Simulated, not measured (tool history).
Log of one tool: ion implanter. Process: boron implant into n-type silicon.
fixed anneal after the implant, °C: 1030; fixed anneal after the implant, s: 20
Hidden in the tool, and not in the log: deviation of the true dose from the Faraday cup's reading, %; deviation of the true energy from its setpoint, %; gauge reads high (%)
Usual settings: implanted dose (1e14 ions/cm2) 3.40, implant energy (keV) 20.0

run,hour,implanted dose (1e14 ions/cm2),implant energy (keV),wafers since the last listed run,hours since the last dose calibration,hours since the extraction supply was calibrated,hours since the gauge calibration,"read-back reference wafer on the same gauge, sheet resistance",sheet resistance of the implanted and annealed layer (ohm/square)
1,0.0,3.40,20.0,0,1533.4,2067.6,1368.2,265.97,271.22
2,90.9,3.91,22.5,1469,1624.3,2158.5,1459.1,265.95,238.78
# hour 124.6: gauge calibrated
3,166.6,3.91,22.5,1223,1700.0,2234.2,42.0,266.14,237.86
4,245.8,3.91,22.5,1280,1779.2,2313.4,121.2,266.08,238.93
5,343.9,3.40,20.0,1586,1877.3,2411.5,219.3,265.94,270.91
6,383.4,3.40,20.0,638,1916.8,2451.0,258.8,265.94,271.57
7,490.7,3.40,20.0,1734,2024.1,2558.3,366.1,265.96,270.57
8,561.7,3.40,20.0,1147,2095.1,2629.3,437.1,266.12,271.37
9,649.6,3.40,20.0,1421,2183.0,2717.2,525.0,265.94,271.44
# hour 676.2: extraction supply calibrated
10,721.6,3.40,20.0,1034,2255.0,45.4,597.0,265.99,272.16
11,798.5,3.40,16.0,1243,2331.9,122.3,673.9,266.01,278.09
12,843.8,3.40,20.0,732,2377.2,167.6,719.2,265.94,272.49
13,879.9,3.84,20.0,583,2413.3,203.7,755.3,266.05,246.69
14,961.9,3.40,18.0,1325,2495.3,285.7,837.3,265.93,275.15
# hour 999.7: Faraday cup replaced and dose calibrated
15,1123.9,2.63,20.0,2489,124.2,447.7,999.3,265.94,331.56
16,1194.1,3.40,20.0,1135,194.4,517.9,1069.5,265.99,268.87
17,1233.4,4.29,14.5,635,233.7,557.2,1108.8,266.06,230.25
18,1333.7,3.40,20.0,1621,334.0,657.5,1209.1,265.96,268.64
19,1432.3,4.33,13.0,1594,432.6,756.1,1307.7,266.07,231.20
# hour 1449.6: gauge calibrated
20,1496.3,3.40,15.5,1034,496.6,820.1,46.7,266.07,276.28
21,1565.9,4.22,23.0,1125,566.2,889.7,116.3,266.00,222.66
22,1649.7,2.93,20.0,1354,650.0,973.5,200.1,266.13,303.07
23,1711.0,3.40,15.0,991,711.3,1034.8,261.4,266.01,277.96
24,1794.9,2.45,25.5,1356,795.2,1118.7,345.3,266.02,340.80
25,1848.7,2.70,17.5,869,849.0,1172.5,399.1,266.04,329.63
26,1905.3,2.61,25.5,915,905.6,1229.1,455.7,265.95,324.67
27,1965.2,2.77,23.5,968,965.5,1289.0,515.6,266.03,312.74
28,2038.3,3.40,20.0,1181,1038.6,1362.1,588.7,266.03,268.90
29,2138.7,2.99,14.0,1623,1139.0,1462.5,689.1,266.08,311.13

4 ways to go on from here, each from the tool as it stands after run 29. What would each give?
A,2139.1,4.29,20.0,6,1139.4,1462.9,689.5,?,?
B,2139.1,4.38,14.5,6,1139.4,1462.9,689.5,?,?
C,2139.1,2.62,16.5,6,1139.4,1462.9,689.5,?,?
D,2139.1,4.25,13.5,6,1139.4,1462.9,689.5,?,?

run,"read-back reference wafer on the same gauge, sheet resistance",sheet resistance of the implanted and annealed layer (ohm/square)
A,266.02,223.21
B,266.02,226.99
C,266.02,340.53
D,266.02,234.37
Without the tool's hidden state the same runs would have given:
run,sheet resistance of the implanted and annealed layer (ohm/square)
A,222.69
B,226.46
C,339.74
D,233.83
